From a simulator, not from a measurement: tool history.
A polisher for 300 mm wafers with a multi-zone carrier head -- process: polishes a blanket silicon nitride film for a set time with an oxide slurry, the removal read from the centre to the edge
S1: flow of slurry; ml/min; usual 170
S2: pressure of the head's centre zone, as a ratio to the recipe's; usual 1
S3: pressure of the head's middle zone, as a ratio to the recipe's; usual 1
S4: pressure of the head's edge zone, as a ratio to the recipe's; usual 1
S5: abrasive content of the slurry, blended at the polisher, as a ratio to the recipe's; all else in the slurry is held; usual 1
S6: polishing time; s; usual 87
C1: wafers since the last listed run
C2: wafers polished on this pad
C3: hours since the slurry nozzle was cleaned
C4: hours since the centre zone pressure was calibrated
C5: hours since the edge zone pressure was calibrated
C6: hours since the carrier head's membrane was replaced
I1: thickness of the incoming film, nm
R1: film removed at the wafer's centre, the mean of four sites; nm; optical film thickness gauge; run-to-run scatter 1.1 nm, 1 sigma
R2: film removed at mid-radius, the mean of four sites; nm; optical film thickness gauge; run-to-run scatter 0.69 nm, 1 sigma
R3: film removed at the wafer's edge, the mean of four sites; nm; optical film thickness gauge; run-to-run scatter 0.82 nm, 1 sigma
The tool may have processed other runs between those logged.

run 1 hour=0 | S1=170 S2=1 S3=1 S4=1.05 S5=1 S6=87 | C1=0 C2=4906 C3=143.8 C4=355.1 C5=482.7 C6=335.7 | I1=259 | R1=71.7 R2=74.2 R3=75.7
run 2 hour=43.2 | S1=170 S2=1 S3=0.95 S4=1 S5=1 S6=87 | C1=332 C2=5238 C3=187 C4=398.3 C5=525.9 C6=378.9 | I1=263.3 | R1=72.2 R2=71.4 R3=74.5
run 3 hour=133.3 | S1=170 S2=1 S3=1 S4=1.07 S5=1 S6=87 | C1=692 C2=5930 C3=277.1 C4=488.4 C5=616 C6=469 | I1=261.4 | R1=69.5 R2=74.4 R3=76.2
-- hour=163 worn pad replaced by a new one
run 4 hour=205.3 | S1=170 S2=1 S3=1 S4=1 S5=0.9 S6=87 | C1=522 C2=325 C3=349.1 C4=560.4 C5=688 C6=541 | I1=257.3 | R1=64.4 R2=70.2 R3=68
run 5 hour=319.1 | S1=120 S2=0.92 S3=1.07 S4=1.09 S5=1 S6=87 | C1=874 C2=1199 C3=462.9 C4=674.2 C5=801.8 C6=654.8 | I1=259.4 | R1=63 R2=76.5 R3=74.1
-- hour=373 edge zone pressure recalibrated
run 6 hour=411.6 | S1=170 S2=1 S3=1 S4=1 S5=1 S6=87 | C1=695 C2=1895 C3=555.4 C4=766.7 C5=38.6 C6=747.3 | I1=257.8 | R1=71 R2=73.9 R3=75.3
run 7 hour=512.3 | S1=170 S2=1 S3=1 S4=1 S5=1 S6=87 | C1=773 C2=2669 C3=656.1 C4=867.4 C5=139.3 C6=848 | I1=263.2 | R1=69.9 R2=74.7 R3=73.2
run 8 hour=553 | S1=170 S2=1 S3=1.07 S4=1 S5=1 S6=87 | C1=312 C2=2982 C3=696.8 C4=908.1 C5=180 C6=888.7 | I1=263.9 | R1=69.7 R2=80 R3=72.9
-- hour=604.3 centre zone pressure recalibrated
-- hour=701 slurry nozzle cleaned
run 9 hour=719.1 | S1=145 S2=0.9 S3=1 S4=0.94 S5=1.3 S6=87 | C1=1253 C2=4235 C3=18.1 C4=114.8 C5=346.1 C6=1054.8 | I1=258.6 | R1=76.5 R2=86.8 R3=84.1
run 10 hour=820.2 | S1=170 S2=1 S3=1.11 S4=0.89 S5=1 S6=87 | C1=776 C2=5012 C3=119.2 C4=215.9 C5=447.2 C6=1155.9 | I1=262.4 | R1=72.9 R2=80.4 R3=69.8

What will run 11 give?
run 11 hour=875.6 | S1=170 S2=1.06 S3=1 S4=1 S5=1 S6=87 | C1=425 C2=5438 C3=174.6 C4=271.3 C5=502.6 C6=1211.3 | I1=254.2 | R1=? R2=? R3=?

{"run 11": {"R1": 75.9, "R2": 73.8, "R3": 75.5}}
If the tool had no hidden condition, the same run with the same run-to-run variation would have returned R1 78.4 nm, R2 73.8 nm, R3 75.5 nm.
